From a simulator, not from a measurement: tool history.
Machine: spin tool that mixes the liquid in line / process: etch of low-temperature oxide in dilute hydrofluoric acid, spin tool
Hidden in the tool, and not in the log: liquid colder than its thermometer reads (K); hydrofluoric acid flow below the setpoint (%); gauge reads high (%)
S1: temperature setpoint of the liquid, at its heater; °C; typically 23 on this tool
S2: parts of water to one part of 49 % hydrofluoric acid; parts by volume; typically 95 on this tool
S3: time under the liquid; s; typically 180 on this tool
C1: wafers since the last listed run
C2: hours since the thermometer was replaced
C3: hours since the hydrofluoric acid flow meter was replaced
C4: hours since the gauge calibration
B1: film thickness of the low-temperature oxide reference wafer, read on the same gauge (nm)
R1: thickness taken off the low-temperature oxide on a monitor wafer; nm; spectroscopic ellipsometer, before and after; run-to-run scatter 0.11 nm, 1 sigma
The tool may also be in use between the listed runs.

{"run": 1, "hour": 0.0, "S1": 19, "S2": 95, "S3": 120, "C1": 0, "C2": 1193.7, "C3": 395.2, "C4": 1108.1, "B1": 120.01, "R1": 10.97}
{"run": 2, "hour": 93.8, "S1": 23, "S2": 95, "S3": 180, "C1": 450, "C2": 1287.5, "C3": 489, "C4": 1201.9, "B1": 119.98, "R1": 19.47}
{"run": 3, "hour": 157.6, "S1": 23, "S2": 95, "S3": 180, "C1": 306, "C2": 1351.3, "C3": 552.8, "C4": 1265.7, "B1": 119.98, "R1": 19.43}
{"run": 4, "hour": 256.2, "S1": 26, "S2": 95, "S3": 115, "C1": 473, "C2": 1449.9, "C3": 651.4, "C4": 1364.3, "B1": 120, "R1": 13.85}
{"run": 5, "hour": 326.3, "S1": 20, "S2": 95, "S3": 180, "C1": 336, "C2": 1520, "C3": 721.5, "C4": 1434.4, "B1": 119.99, "R1": 17.07}
{"run": 6, "hour": 379.1, "S1": 20, "S2": 95, "S3": 180, "C1": 253, "C2": 1572.8, "C3": 774.3, "C4": 1487.2, "B1": 119.96, "R1": 16.93}
{"run": 7, "hour": 474.9, "S1": 20, "S2": 95, "S3": 180, "C1": 460, "C2": 1668.6, "C3": 870.1, "C4": 1583, "B1": 119.99, "R1": 17.03}
{"run": 8, "hour": 524.1, "S1": 23, "S2": 95, "S3": 180, "C1": 236, "C2": 1717.8, "C3": 919.3, "C4": 1632.2, "B1": 119.98, "R1": 19.19}
{"run": 9, "hour": 829.5, "S1": 23, "S2": 95, "S3": 180, "C1": 1467, "C2": 2023.2, "C3": 1224.7, "C4": 1937.6, "B1": 119.98, "R1": 19.1}
{"run": 10, "hour": 901.5, "S1": 23, "S2": 95, "S3": 245, "C1": 345, "C2": 2095.2, "C3": 1296.7, "C4": 2009.6, "B1": 120.02, "R1": 25.94}
{"run": 11, "hour": 944.1, "S1": 23, "S2": 95, "S3": 180, "C1": 204, "C2": 2137.8, "C3": 1339.3, "C4": 2052.2, "B1": 119.99, "R1": 19.19}
{"run": 12, "hour": 994.6, "S1": 23, "S2": 95, "S3": 145, "C1": 242, "C2": 2188.3, "C3": 1389.8, "C4": 2102.7, "B1": 120, "R1": 15.4}
{"run": 13, "hour": 1092.4, "S1": 20, "S2": 95, "S3": 180, "C1": 469, "C2": 2286.1, "C3": 1487.6, "C4": 2200.5, "B1": 120, "R1": 16.91}
{"run": 14, "hour": 1146.5, "S1": 25, "S2": 95, "S3": 145, "C1": 259, "C2": 2340.2, "C3": 1541.7, "C4": 2254.6, "B1": 120.01, "R1": 16.5}
{"hour": 1157.2, "done": "gauge calibrated"}
{"run": 15, "hour": 1383.2, "S1": 23, "S2": 95, "S3": 180, "C1": 1137, "C2": 2576.9, "C3": 1778.4, "C4": 226, "B1": 120.01, "R1": 18.96}
{"run": 16, "hour": 1462.9, "S1": 23, "S2": 70, "S3": 180, "C1": 382, "C2": 2656.6, "C3": 1858.1, "C4": 305.7, "B1": 120.03, "R1": 26.08}
{"hour": 1505.1, "done": "hydrofluoric acid flow meter replaced"}
{"run": 17, "hour": 1522.8, "S1": 23, "S2": 95, "S3": 180, "C1": 283, "C2": 2716.5, "C3": 17.7, "C4": 365.6, "B1": 119.99, "R1": 18.83}
{"run": 18, "hour": 1582.9, "S1": 27.5, "S2": 75, "S3": 180, "C1": 288, "C2": 2776.6, "C3": 77.8, "C4": 425.7, "B1": 119.96, "R1": 28.94}
{"run": 19, "hour": 1668.2, "S1": 25, "S2": 70, "S3": 100, "C1": 409, "C2": 2861.9, "C3": 163.1, "C4": 511, "B1": 119.98, "R1": 15.71}
{"run": 20, "hour": 1764.9, "S1": 23, "S2": 95, "S3": 180, "C1": 464, "C2": 2958.6, "C3": 259.8, "C4": 607.7, "B1": 120.01, "R1": 18.85}
{"hour": 1825.1, "done": "thermometer replaced"}
{"run": 21, "hour": 1989.3, "S1": 23, "S2": 95, "S3": 180, "C1": 1073, "C2": 164.2, "C3": 484.2, "C4": 832.1, "B1": 119.97, "R1": 19.67}
{"run": 22, "hour": 2078.6, "S1": 23, "S2": 130, "S3": 75, "C1": 429, "C2": 253.5, "C3": 573.5, "C4": 921.4, "B1": 119.99, "R1": 5.76}
{"run": 23, "hour": 2159.0, "S1": 27.5, "S2": 140, "S3": 180, "C1": 386, "C2": 333.9, "C3": 653.9, "C4": 1001.8, "B1": 119.98, "R1": 15.15}
{"run": 24, "hour": 2234.9, "S1": 18.5, "S2": 95, "S3": 180, "C1": 364, "C2": 409.8, "C3": 729.8, "C4": 1077.7, "B1": 120.04, "R1": 16.37}
{"run": 25, "hour": 2294.8, "S1": 19, "S2": 125, "S3": 260, "C1": 287, "C2": 469.7, "C3": 789.7, "C4": 1137.6, "B1": 120.01, "R1": 17.91}
{"run": 26, "hour": 2338.3, "S1": 23, "S2": 95, "S3": 180, "C1": 209, "C2": 513.2, "C3": 833.2, "C4": 1181.1, "B1": 120.01, "R1": 19.73}
{"run": 27, "hour": 2390.8, "S1": 23, "S2": 140, "S3": 180, "C1": 252, "C2": 565.7, "C3": 885.7, "C4": 1233.6, "B1": 120.02, "R1": 12.6}
{"run": 28, "hour": 2491.5, "S1": 25.5, "S2": 115, "S3": 285, "C1": 483, "C2": 666.4, "C3": 986.4, "C4": 1334.3, "B1": 120.04, "R1": 27.33}
{"run": 29, "hour": 2552.5, "S1": 23, "S2": 120, "S3": 180, "C1": 293, "C2": 727.4, "C3": 1047.4, "C4": 1395.3, "B1": 119.95, "R1": 14.99}
{"run": 30, "hour": 2630.3, "S1": 27.5, "S2": 120, "S3": 265, "C1": 373, "C2": 805.2, "C3": 1125.2, "C4": 1473.1, "B1": 120.04, "R1": 26.31}
{"run": 31, "hour": 2703.2, "S1": 27, "S2": 95, "S3": 225, "C1": 350, "C2": 878.1, "C3": 1198.1, "C4": 1546, "B1": 120.01, "R1": 28.62}
{"run": 32, "hour": 2739.3, "S1": 23, "S2": 95, "S3": 180, "C1": 173, "C2": 914.2, "C3": 1234.2, "C4": 1582.1, "B1": 119.99, "R1": 19.55}
{"run": 33, "hour": 2813.8, "S1": 20, "S2": 75, "S3": 130, "C1": 357, "C2": 988.7, "C3": 1308.7, "C4": 1656.6, "B1": 119.98, "R1": 15.94}

Here are 3 independent what-if runs from the current tool condition. What would each one return?
{"run": "A", "hour": 2814.3, "S1": 23, "S2": 110, "S3": 180, "C1": 2, "C2": 989.2, "C3": 1309.2, "C4": 1657.1, "B1": "?", "R1": "?"}
{"run": "B", "hour": 2814.3, "S1": 20, "S2": 95, "S3": 260, "C1": 2, "C2": 989.2, "C3": 1309.2, "C4": 1657.1, "B1": "?", "R1": "?"}
{"run": "C", "hour": 2814.3, "S1": 19.5, "S2": 95, "S3": 180, "C1": 2, "C2": 989.2, "C3": 1309.2, "C4": 1657.1, "B1": "?", "R1": "?"}

run=A B1=120 R1=16.57
run=B B1=120 R1=24.94
run=C B1=120 R1=16.91
Take away the tool's hidden state, keep each run's random variation, and the runs would have read:
run=A R1=17.04
run=B R1=25.69
run=C R1=17.42
